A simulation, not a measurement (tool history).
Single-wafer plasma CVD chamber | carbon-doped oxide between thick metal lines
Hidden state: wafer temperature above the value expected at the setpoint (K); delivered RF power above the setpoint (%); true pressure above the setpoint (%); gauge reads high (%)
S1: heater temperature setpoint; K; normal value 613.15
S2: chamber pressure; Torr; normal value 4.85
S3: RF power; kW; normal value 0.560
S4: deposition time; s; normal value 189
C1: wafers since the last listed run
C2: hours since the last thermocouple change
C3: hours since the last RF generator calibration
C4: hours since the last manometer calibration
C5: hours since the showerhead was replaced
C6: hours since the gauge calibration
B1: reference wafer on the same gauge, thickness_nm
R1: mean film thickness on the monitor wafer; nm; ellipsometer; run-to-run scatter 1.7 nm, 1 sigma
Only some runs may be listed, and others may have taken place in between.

run   hour      S1    S2     S3   S4   C1      C2      C3      C4      C5     C6        B1        R1
  1    0.0  613.15  4.22  0.560  179    0  2410.0   697.7  1848.2  2882.6   65.9  1309.895  1017.078
  2   12.0  613.15  4.85  0.600  189  120  2422.0   709.7  1860.2  2894.6   77.9  1309.946  1159.679
  3   32.3  613.15  4.85  0.560  189  204  2442.3   730.0  1880.5  2914.9   98.2  1309.489  1099.400
  4   44.4  613.15  4.85  0.560  189  121  2454.4   742.1  1892.6  2927.0  110.3  1310.027  1098.758
  5   63.9  613.15  4.85  0.560  189  196  2473.9   761.6  1912.1  2946.5  129.8  1310.232  1094.093
  6   99.8  613.15  4.85  0.560  173  361  2509.8   797.5  1948.0  2982.4  165.7  1310.368  1001.587
  7  135.7  613.15  4.85  0.560  189  361  2545.7   833.4  1983.9  3018.3  201.6  1310.116  1092.317
  8  161.7  613.15  4.85  0.560  189  261  2571.7   859.4  2009.9  3044.3  227.6  1309.977  1092.325
  9  176.0  613.15  4.85  0.560  189  144  2586.0   873.7  2024.2  3058.6  241.9  1309.952  1090.485
 10  205.0  613.15  4.85  0.560  189  292  2615.0   902.7  2053.2  3087.6  270.9  1310.112  1090.756
 11  238.5  613.15  4.85  0.560  189  337  2648.5   936.2  2086.7  3121.1  304.4  1310.295  1086.523
     280.0  -- capacitance manometer re-zeroed and calibrated
 12  280.5  602.15  4.50  0.485  189  342  2690.5   978.2     0.5  3163.1  346.4  1309.642   977.857
 13  288.4  628.15  4.85  0.455  189   79  2698.4   986.1     8.4  3171.0  354.3  1310.186   850.959
     300.2  -- thermocouple changed; heater temperature recalibrated
 14  318.7  613.15  4.85  0.560  189  224    18.5  1016.4    38.7  3201.3  384.6  1309.906  1082.634
     338.3  -- RF generator calibrated
     350.1  -- showerhead replaced
 15  350.6  604.15  5.31  0.560  162  160    50.4    12.3    70.6     0.5  416.5  1310.114   999.779
 16  374.3  613.15  4.02  0.560  189  238    74.1    36.0    94.3    24.2  440.2  1310.075  1075.172
     377.8  -- gauge calibrated
 17  398.0  613.15  5.34  0.560  189  238    97.8    59.7   118.0    47.9   20.2  1309.960  1131.430
 18  425.1  613.15  5.38  0.470  218  273   124.9    86.8   145.1    75.0   47.3  1310.179  1109.877
 19  452.7  613.15  4.23  0.655  189  278   152.5   114.4   172.7   102.6   74.9  1309.891  1228.101
 20  465.3  613.15  5.65  0.560  189  126   165.1   127.0   185.3   115.2   87.5  1309.595  1137.657
 21  494.0  623.15  4.11  0.560  189  289   193.8   155.7   214.0   143.9  116.2  1310.014  1050.228
 22  522.9  613.15  4.85  0.560  189  291   222.7   184.6   242.9   172.8  145.1  1310.360  1110.958

Some steps in R1, run to run, broken into two amounts with sign: the step expected even without the hidden condition (settings, incoming material, random variation), and the rest, left for the hidden condition together with whatever gauge scatter is not in both the measured and the hidden-condition-free result:
Run 1 -> 2: S2 4.22 -> 4.85, S3 0.560 -> 0.600, S4 179 -> 189. R1 +142.601 nm: hidden state -2.423, all else +145.024.
Run 11 -> 12: S1 613.15 -> 602.15, S2 4.85 -> 4.50, S3 0.560 -> 0.485, capacitance manometer re-zeroed and calibrated. R1 -108.666 nm: hidden state -4.188, all else -104.478.
Run 13 -> 14: S1 628.15 -> 613.15, S3 0.455 -> 0.560, thermocouple changed; heater temperature recalibrated. R1 +231.675 nm: hidden state -3.327, all else +235.002.
Run 14 -> 15: S1 613.15 -> 604.15, S2 4.85 -> 5.31, S4 189 -> 162, RF generator calibrated, showerhead replaced. R1 -82.855 nm: hidden state +28.070, all else -110.925.

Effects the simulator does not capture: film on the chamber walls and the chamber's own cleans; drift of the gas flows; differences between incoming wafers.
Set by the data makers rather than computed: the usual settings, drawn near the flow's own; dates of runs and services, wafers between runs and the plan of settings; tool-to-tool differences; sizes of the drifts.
